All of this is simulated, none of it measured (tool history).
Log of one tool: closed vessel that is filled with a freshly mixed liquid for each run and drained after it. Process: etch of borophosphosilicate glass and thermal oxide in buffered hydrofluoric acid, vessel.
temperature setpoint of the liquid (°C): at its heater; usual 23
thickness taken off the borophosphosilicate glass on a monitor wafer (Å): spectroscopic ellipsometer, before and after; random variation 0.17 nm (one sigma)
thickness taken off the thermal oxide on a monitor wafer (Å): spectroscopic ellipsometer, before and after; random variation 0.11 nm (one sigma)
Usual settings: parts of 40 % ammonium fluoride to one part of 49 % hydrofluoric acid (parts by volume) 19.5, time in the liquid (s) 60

| run | hour | temperature setpoint of the liquid (°C) | parts of 40 % ammonium fluoride to one part of 49 % hydrofluoric acid (parts by volume) | time in the liquid (s) | read-back film thickness of the borophosphosilicate glass reference wafer, read on the same gauge (nm) | read-back film thickness of the thermal oxide reference wafer, read on the same gauge (nm) | thickness taken off the borophosphosilicate glass on a monitor wafer (Å) | thickness taken off the thermal oxide on a monitor wafer (Å) |
|---|---|---|---|---|---|---|---|---|
| 1 | 0 | 23 | 19.5 | 60 | 39.58 | 98.98 | 511.2 | 328.2 |
| 2 | 61.4 | 23 | 19.5 | 60 | 39.52 | 98.74 | 509.4 | 331.8 |
| 3 | 107.8 | 23 | 21.5 | 60 | 39.46 | 98.62 | 471.7 | 304.5 |
| 4 | 137.5 | 23 | 21.5 | 60 | 39.41 | 98.47 | 469.3 | 305.5 |
| 5 | 235.8 | 21.5 | 14.5 | 60 | 39.27 | 98.21 | 626.7 | 404 |
| 6 | 270.2 | 21.5 | 14.5 | 60 | 39.24 | 98.03 | 620.7 | 404.7 |
|  | 355.9 | thermometer replaced |
| 7 | 427.5 | 23 | 19.5 | 60 | 39.01 | 97.53 | 502.5 | 324.8 |
| 8 | 460.3 | 23 | 19.5 | 60 | 38.99 | 97.44 | 503.3 | 326.2 |
|  | 495.8 | gauge calibrated |
| 9 | 496.9 | 28 | 12 | 75 | 39.91 | 99.82 | 1347.3 | 881.6 |
| 10 | 535.2 | 23 | 19.5 | 60 | 39.87 | 99.67 | 510.4 | 331 |
| 11 | 559.8 | 23 | 19.5 | 60 | 39.85 | 99.6 | 511.9 | 333.2 |
|  | 568.8 | hydrofluoric acid flow meter replaced |
| 12 | 607.1 | 26.5 | 19.5 | 60 | 39.78 | 99.44 | 620.1 | 403.2 |

Forecast run 13:
| 13 | 635.8 | 25.5 | 13.5 | 45 | ? | ? | ? | ? |

{"run 13": {"read-back film thickness of the borophosphosilicate glass reference wafer, read on the same gauge (nm)": 39.74, "read-back film thickness of the thermal oxide reference wafer, read on the same gauge (nm)": 99.35, "thickness taken off the borophosphosilicate glass on a monitor wafer (Å)": 630.8, "thickness taken off the thermal oxide on a monitor wafer (Å)": 409.7}}
Without the tool's hidden state the same run would have given thickness taken off the borophosphosilicate glass on a monitor wafer (Å) 634.9, thickness taken off the thermal oxide on a monitor wafer (Å) 412.4.
